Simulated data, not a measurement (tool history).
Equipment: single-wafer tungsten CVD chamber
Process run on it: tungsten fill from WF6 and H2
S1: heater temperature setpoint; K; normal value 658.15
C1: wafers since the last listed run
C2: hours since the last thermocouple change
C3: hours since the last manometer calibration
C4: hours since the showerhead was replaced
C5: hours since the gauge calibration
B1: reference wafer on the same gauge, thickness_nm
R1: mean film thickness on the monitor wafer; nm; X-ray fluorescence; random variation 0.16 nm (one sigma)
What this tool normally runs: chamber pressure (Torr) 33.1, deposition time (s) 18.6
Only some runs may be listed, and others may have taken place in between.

Run 1, day 0.000: usual settings but S1 668.15 K; C1 0; C2 2257.8; C3 1913.5; C4 6883.1; C5 103.3; B1 40.673. Result: R1 51.692 nm.
Run 2, day 0.579: usual settings but S1 668.15 K; C1 357; C2 2271.7; C3 1927.4; C4 6897.0; C5 117.2; B1 40.692. Result: R1 51.738 nm.
Run 3, day 1.758: usual settings but S1 668.15 K; C1 727; C2 2300.0; C3 1955.7; C4 6925.3; C5 145.5; B1 40.692. Result: R1 51.782 nm.
Run 4, day 2.346: usual settings but S1 646.15 K; C1 362; C2 2314.1; C3 1969.8; C4 6939.4; C5 159.6; B1 40.686. Result: R1 35.385 nm.
Run 5, day 3.375: usual settings but chamber pressure (Torr) 37.2; C1 635; C2 2338.8; C3 1994.5; C4 6964.1; C5 184.3; B1 40.680. Result: R1 45.775 nm.
Run 6, day 4.246: usual settings but chamber pressure (Torr) 37.2; C1 537; C2 2359.7; C3 2015.4; C4 6985.0; C5 205.2; B1 40.719. Result: R1 45.866 nm.
Run 7, day 5.425: usual settings but chamber pressure (Torr) 37.2; C1 727; C2 2388.0; C3 2043.7; C4 7013.3; C5 233.5; B1 40.697. Result: R1 45.991 nm.
Run 8, day 5.954: usual settings; C1 326; C2 2400.7; C3 2056.4; C4 7026.0; C5 246.2; B1 40.691. Result: R1 44.295 nm.
Run 9, day 6.667: usual settings; C1 439; C2 2417.8; C3 2073.5; C4 7043.1; C5 263.3; B1 40.686. Result: R1 44.071 nm.
Run 10, day 7.517: usual settings; C1 524; C2 2438.2; C3 2093.9; C4 7063.5; C5 283.7; B1 40.659. Result: R1 44.112 nm.
Run 11, day 8.967: usual settings; C1 895; C2 2473.0; C3 2128.7; C4 7098.3; C5 318.5; B1 40.687. Result: R1 44.121 nm.
Run 12, day 9.662: usual settings; C1 429; C2 2489.7; C3 2145.4; C4 7115.0; C5 335.2; B1 40.685. Result: R1 44.172 nm.
Run 13, day 10.304: usual settings; C1 396; C2 2505.1; C3 2160.8; C4 7130.4; C5 350.6; B1 40.689. Result: R1 44.265 nm.
Run 14, day 11.342: usual settings; C1 640; C2 2530.0; C3 2185.7; C4 7155.3; C5 375.5; B1 40.743. Result: R1 44.263 nm.
Run 15, day 12.158: usual settings; C1 504; C2 2549.6; C3 2205.3; C4 7174.9; C5 395.1; B1 40.685. Result: R1 44.526 nm.
Run 16, day 12.850: usual settings but deposition time (s) 17.6; C1 426; C2 2566.2; C3 2221.9; C4 7191.5; C5 411.7; B1 40.754. Result: R1 42.150 nm.
Run 17, day 13.879: usual settings but deposition time (s) 17.6; C1 635; C2 2590.9; C3 2246.6; C4 7216.2; C5 436.4; B1 40.680. Result: R1 42.003 nm.
Run 18, day 14.821: usual settings; C1 581; C2 2613.5; C3 2269.2; C4 7238.8; C5 459.0; B1 40.670. Result: R1 44.850 nm.
Run 19, day 16.154: usual settings; C1 823; C2 2645.5; C3 2301.2; C4 7270.8; C5 491.0; B1 40.663. Result: R1 44.782 nm.
Run 20, day 17.217: usual settings but S1 650.15 K, chamber pressure (Torr) 25.1, deposition time (s) 21.4; C1 655; C2 2671.0; C3 2326.7; C4 7296.3; C5 516.5; B1 40.689. Result: R1 40.120 nm.
Run 21, day 17.775: usual settings but deposition time (s) 20.9; C1 344; C2 2684.4; C3 2340.1; C4 7309.7; C5 529.9; B1 40.749. Result: R1 50.236 nm.
Run 22, day 18.792: usual settings but S1 671.15 K; C1 627; C2 2708.8; C3 2364.5; C4 7334.1; C5 554.3; B1 40.636. Result: R1 55.509 nm.
At day 19.204: capacitance manometer re-zeroed and calibrated.
Run 23, day 19.842: usual settings but S1 654.15 K, chamber pressure (Torr) 41.0, deposition time (s) 19.8; C1 442; C2 2734.0; C3 15.3; C4 7359.3; C5 579.5; B1 40.682. Result: R1 48.545 nm.
At day 20.333: thermocouple changed; heater temperature recalibrated.
Run 24, day 21.217: usual settings but S1 672.15 K, chamber pressure (Torr) 30.5, deposition time (s) 16.4; C1 642; C2 21.2; C3 48.3; C4 7392.3; C5 612.5; B1 40.699. Result: R1 43.699 nm.
Run 25, day 21.733: usual settings but deposition time (s) 16.8; C1 318; C2 33.6; C3 60.7; C4 7404.7; C5 624.9; B1 40.640. Result: R1 36.298 nm.
At day 22.967: gauge calibrated.
At day 23.350: showerhead replaced.
Run 26, day 23.371: usual settings but chamber pressure (Torr) 37.2; C1 805; C2 72.9; C3 100.0; C4 0.5; C5 9.7; B1 40.758. Result: R1 42.094 nm.
Run 27, day 24.108: usual settings but S1 664.15 K, chamber pressure (Torr) 36.7, deposition time (s) 21.5; C1 455; C2 90.6; C3 117.7; C4 18.2; C5 27.4; B1 40.669. Result: R1 54.193 nm.
Run 28, day 24.979: usual settings but chamber pressure (Torr) 38.5, deposition time (s) 16.1; C1 537; C2 111.5; C3 138.6; C4 39.1; C5 48.3; B1 40.710. Result: R1 37.120 nm.
Run 29, day 25.817: usual settings; C1 516; C2 131.6; C3 158.7; C4 59.2; C5 68.4; B1 40.718. Result: R1 40.315 nm.
Run 30, day 27.117: usual settings but S1 651.15 K, chamber pressure (Torr) 30.8, deposition time (s) 15.3; C1 802; C2 162.8; C3 189.9; C4 90.4; C5 99.6; B1 40.678. Result: R1 28.187 nm.
Run 31, day 29.642: usual settings but S1 651.15 K, chamber pressure (Torr) 36.8, deposition time (s) 17.2; C1 1558; C2 223.4; C3 250.5; C4 151.0; C5 160.2; B1 40.667. Result: R1 34.065 nm.
Run 32, day 30.933: usual settings but S1 644.15 K, chamber pressure (Torr) 39.4, deposition time (s) 16.8; C1 797; C2 254.4; C3 281.5; C4 182.0; C5 191.2; B1 40.631. Result: R1 30.349 nm.
Run 33, day 32.375: usual settings but chamber pressure (Torr) 37.2; C1 889; C2 289.0; C3 316.1; C4 216.6; C5 225.8; B1 40.711. Result: R1 41.816 nm.
Run 34, day 33.600: usual settings but deposition time (s) 17.6; C1 756; C2 318.4; C3 345.5; C4 246.0; C5 255.2; B1 40.702. Result: R1 38.265 nm.

Measured minus without-hidden-state, run by run (identical run-to-run variation in each term; gauge scatter may differ):
Unlogged tool condition in this case: wafer temperature above the value expected at the setpoint (K); true pressure above the setpoint (%); gauge reads high (%).
run      R1
  1  +3.700
  2  +3.743
  3  +3.824
  4  +2.894
  5  +3.648
  6  +3.710
  7  +3.796
  8  +3.690
  9  +3.715
 10  +3.772
 11  +3.864
 12  +3.913
 13  +3.963
 14  +4.029
 15  +4.108
 16  +3.931
 17  +3.982
 18  +4.313
 19  +4.396
 20  +4.110
 21  +5.053
 22  +5.306
 23  +5.097
 24  -0.109
 25  -0.096
 26  -0.108
 27  -0.133
 28  -0.092
 29  -0.098
 30  -0.067
 31  -0.069
 32  -0.057
 33  -0.064
 34  -0.049
